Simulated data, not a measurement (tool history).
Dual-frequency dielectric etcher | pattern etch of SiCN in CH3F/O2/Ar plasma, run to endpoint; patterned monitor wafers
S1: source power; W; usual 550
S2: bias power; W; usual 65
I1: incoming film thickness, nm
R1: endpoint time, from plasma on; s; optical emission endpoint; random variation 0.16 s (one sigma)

{"run": 1, "hour": 0.0, "S1": 550, "S2": 65, "I1": 9.19, "R1": 23.9}
{"hour": 28.8, "done": "wet clean of the chamber"}
{"run": 2, "hour": 94.8, "S1": 600, "S2": 65, "I1": 9.27, "R1": 24.4}
{"run": 3, "hour": 140.9, "S1": 600, "S2": 65, "I1": 9.12, "R1": 23.6}
{"run": 4, "hour": 220.7, "S1": 600, "S2": 65, "I1": 9.22, "R1": 23.9}
{"run": 5, "hour": 283.4, "S1": 550, "S2": 65, "I1": 9.16, "R1": 24.4}
{"run": 6, "hour": 374.8, "S1": 550, "S2": 65, "I1": 9.2, "R1": 24.4}
{"run": 7, "hour": 414.4, "S1": 550, "S2": 65, "I1": 9.24, "R1": 24.2}
{"hour": 514.6, "done": "upper electrode replaced, of another model than before"}
{"run": 8, "hour": 515.1, "S1": 440, "S2": 65, "I1": 9.16, "R1": 28.1}
{"run": 9, "hour": 592.5, "S1": 440, "S2": 65, "I1": 9.27, "R1": 28.2}
{"hour": 642.9, "done": "wet clean of the chamber"}
{"run": 10, "hour": 643.4, "S1": 440, "S2": 65, "I1": 9.28, "R1": 29.9}
{"run": 11, "hour": 714.4, "S1": 550, "S2": 65, "I1": 9.19, "R1": 25.1}
{"run": 12, "hour": 763.3, "S1": 550, "S2": 65, "I1": 9.19, "R1": 25.3}
{"hour": 795.8, "done": "source power generator calibrated"}
{"run": 13, "hour": 803.2, "S1": 670, "S2": 80, "I1": 9.16, "R1": 20.7}
{"run": 14, "hour": 858.3, "S1": 440, "S2": 65, "I1": 9.04, "R1": 28.8}
{"run": 15, "hour": 898.1, "S1": 510, "S2": 65, "I1": 9.25, "R1": 26.5}
{"run": 16, "hour": 950.0, "S1": 550, "S2": 65, "I1": 9.19, "R1": 24.4}
{"hour": 1030.1, "done": "bias power generator calibrated"}
{"run": 17, "hour": 1034.2, "S1": 550, "S2": 65, "I1": 9.19, "R1": 24.7}
{"run": 18, "hour": 1123.9, "S1": 590, "S2": 65, "I1": 9.13, "R1": 23.2}
{"run": 19, "hour": 1217.4, "S1": 430, "S2": 70, "I1": 9.15, "R1": 27.7}
{"hour": 1263.5, "done": "wet clean of the chamber"}
{"run": 20, "hour": 1266.0, "S1": 410, "S2": 65, "I1": 9.06, "R1": 30.8}
{"run": 21, "hour": 1349.5, "S1": 550, "S2": 75, "I1": 9.2, "R1": 23.8}
{"run": 22, "hour": 1409.5, "S1": 450, "S2": 77, "I1": 9.13, "R1": 26.4}
{"run": 23, "hour": 1476.1, "S1": 600, "S2": 78, "I1": 9.16, "R1": 21.9}

What the log doesn't show, run by run:
source power that arrives over what is set, %: 0 in every run
bias power that arrives over what is set, %: 0 in every run
H1: etch rate over this chamber's usual, %
run=1 H1=5.63
run=2 H1=1.49
run=3 H1=1.9
run=4 H1=2.6
run=5 H1=3.16
run=6 H1=3.97
run=7 H1=4.32
run=8 H1=5.21
run=9 H1=5.9
run=10 H1=-0.44
run=11 H1=0.188
run=12 H1=0.622
run=13 H1=0.975
run=14 H1=1.46
run=15 H1=1.82
run=16 H1=2.28
run=17 H1=3.02
run=18 H1=3.82
run=19 H1=4.64
run=20 H1=-0.0874
run=21 H1=0.652
run=22 H1=1.18
run=23 H1=1.77

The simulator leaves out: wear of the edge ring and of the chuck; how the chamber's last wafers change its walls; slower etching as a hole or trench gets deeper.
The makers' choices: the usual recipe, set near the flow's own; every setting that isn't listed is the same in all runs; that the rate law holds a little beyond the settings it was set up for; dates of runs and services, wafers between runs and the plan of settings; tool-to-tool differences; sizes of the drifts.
